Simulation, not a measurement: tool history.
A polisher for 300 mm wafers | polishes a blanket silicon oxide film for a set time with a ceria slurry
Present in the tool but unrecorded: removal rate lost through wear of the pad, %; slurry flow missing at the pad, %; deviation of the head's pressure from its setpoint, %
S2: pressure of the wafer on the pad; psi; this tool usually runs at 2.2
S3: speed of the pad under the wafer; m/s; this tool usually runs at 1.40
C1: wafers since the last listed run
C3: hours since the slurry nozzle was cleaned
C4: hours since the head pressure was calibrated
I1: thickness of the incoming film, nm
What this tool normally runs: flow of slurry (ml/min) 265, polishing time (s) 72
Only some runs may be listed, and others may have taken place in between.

run 1 hour=0.0 | flow_of_slurry_(ml/min)=265 S2=2.2 S3=1.40 polishing_time_(s)=72 | C1=0 wafers_polished_on_this_pad=2256 C3=219.7 C4=865.0 | I1=1247.9 | film_removed_(angstrom)=2684
-- hour=154.1 head pressure recalibrated
run 2 hour=259.4 | flow_of_slurry_(ml/min)=265 S2=2.2 S3=1.40 polishing_time_(s)=72 | C1=2747 wafers_polished_on_this_pad=5004 C3=479.1 C4=105.3 | I1=1236.7 | film_removed_(angstrom)=2558
run 3 hour=334.5 | flow_of_slurry_(ml/min)=265 S2=2.8 S3=1.40 polishing_time_(s)=81 | C1=801 wafers_polished_on_this_pad=5806 C3=554.2 C4=180.4 | I1=1227.9 | film_removed_(angstrom)=3413
run 4 hour=380.0 | flow_of_slurry_(ml/min)=235 S2=2.0 S3=1.40 polishing_time_(s)=72 | C1=485 wafers_polished_on_this_pad=6291 C3=599.7 C4=225.9 | I1=1242.2 | film_removed_(angstrom)=2304
run 5 hour=418.8 | flow_of_slurry_(ml/min)=235 S2=2.0 S3=1.40 polishing_time_(s)=72 | C1=414 wafers_polished_on_this_pad=6706 C3=638.5 C4=264.7 | I1=1226.9 | film_removed_(angstrom)=2284
-- hour=498.3 worn pad replaced by a new one
run 6 hour=511.1 | flow_of_slurry_(ml/min)=235 S2=2.0 S3=1.40 polishing_time_(s)=72 | C1=942 wafers_polished_on_this_pad=136 C3=730.8 C4=357.0 | I1=1239.0 | film_removed_(angstrom)=2345
-- hour=527.2 slurry nozzle cleaned
run 7 hour=580.1 | flow_of_slurry_(ml/min)=265 S2=2.2 S3=1.40 polishing_time_(s)=72 | C1=725 wafers_polished_on_this_pad=862 C3=52.9 C4=426.0 | I1=1245.1 | film_removed_(angstrom)=2730
run 8 hour=673.5 | flow_of_slurry_(ml/min)=265 S2=2.2 S3=1.40 polishing_time_(s)=72 | C1=997 wafers_polished_on_this_pad=1859 C3=146.3 C4=519.4 | I1=1238.8 | film_removed_(angstrom)=2704
run 9 hour=746.0 | flow_of_slurry_(ml/min)=265 S2=2.2 S3=1.40 polishing_time_(s)=72 | C1=773 wafers_polished_on_this_pad=2633 C3=218.8 C4=591.9 | I1=1265.0 | film_removed_(angstrom)=2596
run 10 hour=812.2 | flow_of_slurry_(ml/min)=265 S2=2.2 S3=1.40 polishing_time_(s)=85 | C1=706 wafers_polished_on_this_pad=3340 C3=285.0 C4=658.1 | I1=1253.6 | film_removed_(angstrom)=3050
run 11 hour=913.7 | flow_of_slurry_(ml/min)=265 S2=2.2 S3=1.40 polishing_time_(s)=85 | C1=1083 wafers_polished_on_this_pad=4423 C3=386.5 C4=759.6 | I1=1215.2 | film_removed_(angstrom)=3076
-- hour=1003.7 head pressure recalibrated
run 12 hour=1019.8 | flow_of_slurry_(ml/min)=265 S2=2.2 S3=1.40 polishing_time_(s)=58 | C1=1111 wafers_polished_on_this_pad=5534 C3=492.6 C4=16.1 | I1=1227.1 | film_removed_(angstrom)=2064
-- hour=1062.2 worn pad replaced by a new one
run 13 hour=1120.5 | flow_of_slurry_(ml/min)=265 S2=2.2 S3=1.40 polishing_time_(s)=58 | C1=1032 wafers_polished_on_this_pad=622 C3=593.3 C4=116.8 | I1=1256.7 | film_removed_(angstrom)=2067
run 14 hour=1201.9 | flow_of_slurry_(ml/min)=265 S2=2.2 S3=1.40 polishing_time_(s)=58 | C1=868 wafers_polished_on_this_pad=1491 C3=674.7 C4=198.2 | I1=1248.7 | film_removed_(angstrom)=2048
run 15 hour=1263.8 | flow_of_slurry_(ml/min)=325 S2=2.0 S3=1.40 polishing_time_(s)=72 | C1=660 wafers_polished_on_this_pad=2152 C3=736.6 C4=260.1 | I1=1229.4 | film_removed_(angstrom)=2495
-- hour=1279.0 slurry nozzle cleaned
run 16 hour=1333.2 | flow_of_slurry_(ml/min)=325 S2=2.0 S3=1.40 polishing_time_(s)=72 | C1=730 wafers_polished_on_this_pad=2882 C3=54.2 C4=329.5 | I1=1221.2 | film_removed_(angstrom)=2590
run 17 hour=1375.3 | flow_of_slurry_(ml/min)=325 S2=2.0 S3=1.40 polishing_time_(s)=72 | C1=449 wafers_polished_on_this_pad=3331 C3=96.3 C4=371.6 | I1=1248.1 | film_removed_(angstrom)=2609
run 18 hour=1449.0 | flow_of_slurry_(ml/min)=330 S2=2.2 S3=1.40 polishing_time_(s)=72 | C1=786 wafers_polished_on_this_pad=4118 C3=170.0 C4=445.3 | I1=1243.0 | film_removed_(angstrom)=2672
run 19 hour=1510.3 | flow_of_slurry_(ml/min)=210 S2=1.6 S3=0.96 polishing_time_(s)=83 | C1=654 wafers_polished_on_this_pad=4773 C3=231.3 C4=506.6 | I1=1241.4 | film_removed_(angstrom)=1651
run 20 hour=1548.1 | flow_of_slurry_(ml/min)=205 S2=2.2 S3=1.02 polishing_time_(s)=72 | C1=403 wafers_polished_on_this_pad=5176 C3=269.1 C4=544.4 | I1=1245.6 | film_removed_(angstrom)=1884
run 21 hour=1647.8 | flow_of_slurry_(ml/min)=200 S2=2.2 S3=1.72 polishing_time_(s)=72 | C1=1064 wafers_polished_on_this_pad=6240 C3=368.8 C4=644.1 | I1=1242.8 | film_removed_(angstrom)=2950
-- hour=1656.1 worn pad replaced by a new one
run 22 hour=1705.7 | flow_of_slurry_(ml/min)=265 S2=2.6 S3=1.40 polishing_time_(s)=72 | C1=575 wafers_polished_on_this_pad=529 C3=426.7 C4=702.0 | I1=1244.2 | film_removed_(angstrom)=2912
run 23 hour=1803.1 | flow_of_slurry_(ml/min)=265 S2=2.2 S3=1.12 polishing_time_(s)=72 | C1=1039 wafers_polished_on_this_pad=1568 C3=524.1 C4=799.4 | I1=1229.1 | film_removed_(angstrom)=2066
run 24 hour=1841.8 | flow_of_slurry_(ml/min)=335 S2=2.8 S3=1.08 polishing_time_(s)=72 | C1=413 wafers_polished_on_this_pad=1981 C3=562.8 C4=838.1 | I1=1253.4 | film_removed_(angstrom)=2511
run 25 hour=1881.4 | flow_of_slurry_(ml/min)=265 S2=2.2 S3=1.40 polishing_time_(s)=72 | C1=422 wafers_polished_on_this_pad=2404 C3=602.4 C4=877.7 | I1=1225.0 | film_removed_(angstrom)=2579
-- hour=1932.1 head pressure recalibrated
run 26 hour=1968.3 | flow_of_slurry_(ml/min)=235 S2=2.0 S3=1.40 polishing_time_(s)=72 | C1=906 wafers_polished_on_this_pad=3310 C3=689.3 C4=36.2 | I1=1248.7 | film_removed_(angstrom)=2323
-- hour=2041.6 slurry nozzle cleaned
run 27 hour=2071.0 | flow_of_slurry_(ml/min)=305 S2=2.2 S3=1.82 polishing_time_(s)=72 | C1=1085 wafers_polished_on_this_pad=4396 C3=29.4 C4=138.9 | I1=1264.0 | film_removed_(angstrom)=3604
run 28 hour=2169.5 | flow_of_slurry_(ml/min)=265 S2=2.2 S3=1.10 polishing_time_(s)=72 | C1=1051 wafers_polished_on_this_pad=5447 C3=127.9 C4=237.4 | I1=1221.1 | film_removed_(angstrom)=2155
run 29 hour=2230.0 | flow_of_slurry_(ml/min)=290 S2=2.9 S3=1.82 polishing_time_(s)=50 | C1=645 wafers_polished_on_this_pad=6093 C3=188.4 C4=297.9 | I1=1242.2 | film_removed_(angstrom)=2928
-- hour=2332.0 worn pad replaced by a new one
run 30 hour=2335.5 | flow_of_slurry_(ml/min)=305 S2=2.2 S3=1.40 polishing_time_(s)=72 | C1=1083 wafers_polished_on_this_pad=37 C3=293.9 C4=403.4 | I1=1246.5 | film_removed_(angstrom)=2674
run 31 hour=2442.2 | flow_of_slurry_(ml/min)=315 S2=1.8 S3=1.82 polishing_time_(s)=72 | C1=1138 wafers_polished_on_this_pad=1176 C3=400.6 C4=510.1 | I1=1250.7 | film_removed_(angstrom)=2962
run 32 hour=2652.2 | flow_of_slurry_(ml/min)=205 S2=2.2 S3=1.02 polishing_time_(s)=72 | C1=2241 wafers_polished_on_this_pad=3418 C3=610.6 C4=720.1 | I1=1233.2 | film_removed_(angstrom)=1785
-- hour=2751.4 slurry nozzle cleaned
run 33 hour=2759.5 | flow_of_slurry_(ml/min)=265 S2=2.2 S3=1.40 polishing_time_(s)=53 | C1=1134 wafers_polished_on_this_pad=4553 C3=8.1 C4=827.4 | I1=1253.5 | film_removed_(angstrom)=1986
-- hour=2807.5 head pressure recalibrated
run 34 hour=2819.0 | flow_of_slurry_(ml/min)=185 S2=2.2 S3=1.64 polishing_time_(s)=86 | C1=613 wafers_polished_on_this_pad=5166 C3=67.6 C4=11.5 | I1=1243.9 | film_removed_(angstrom)=3518
run 35 hour=2904.5 | flow_of_slurry_(ml/min)=265 S2=2.2 S3=1.40 polishing_time_(s)=72 | C1=912 wafers_polished_on_this_pad=6079 C3=153.1 C4=97.0 | I1=1235.4 | film_removed_(angstrom)=2636
-- hour=2983.6 worn pad replaced by a new one
run 36 hour=2984.1 | flow_of_slurry_(ml/min)=265 S2=2.2 S3=1.40 polishing_time_(s)=72 | C1=807 wafers_polished_on_this_pad=5 C3=232.7 C4=176.6 | I1=1243.2 | film_removed_(angstrom)=2639
run 37 hour=3033.8 | flow_of_slurry_(ml/min)=265 S2=2.9 S3=1.40 polishing_time_(s)=72 | C1=530 wafers_polished_on_this_pad=535 C3=282.4 C4=226.3 | I1=1244.3 | film_removed_(angstrom)=3148

Consider 4 possible next runs. They are alternatives, not a sequence: every one starts from the tool as it was left by run 37. What does each give?
run A hour=3034.2 | flow_of_slurry_(ml/min)=265 S2=2.2 S3=1.40 polishing_time_(s)=72 | C1=4 wafers_polished_on_this_pad=540 C3=282.8 C4=226.7 | I1=1258.5 | film_removed_(angstrom)=?
run B hour=3034.2 | flow_of_slurry_(ml/min)=190 S2=2.2 S3=1.66 polishing_time_(s)=52 | C1=4 wafers_polished_on_this_pad=540 C3=282.8 C4=226.7 | I1=1258.5 | film_removed_(angstrom)=?
run C hour=3034.2 | flow_of_slurry_(ml/min)=290 S2=2.2 S3=1.84 polishing_time_(s)=72 | C1=4 wafers_polished_on_this_pad=540 C3=282.8 C4=226.7 | I1=1258.5 | film_removed_(angstrom)=?
run D hour=3034.2 | flow_of_slurry_(ml/min)=265 S2=2.5 S3=1.70 polishing_time_(s)=72 | C1=4 wafers_polished_on_this_pad=540 C3=282.8 C4=226.7 | I1=1258.5 | film_removed_(angstrom)=?

run=A film_removed_(angstrom)=2600
run=B film_removed_(angstrom)=2052
run=C film_removed_(angstrom)=3399
run=D film_removed_(angstrom)=3410
With no hidden state in the tool, these same runs would have given:
run=A film_removed_(angstrom)=2753
run=B film_removed_(angstrom)=2225
run=C film_removed_(angstrom)=3581
run=D film_removed_(angstrom)=3611
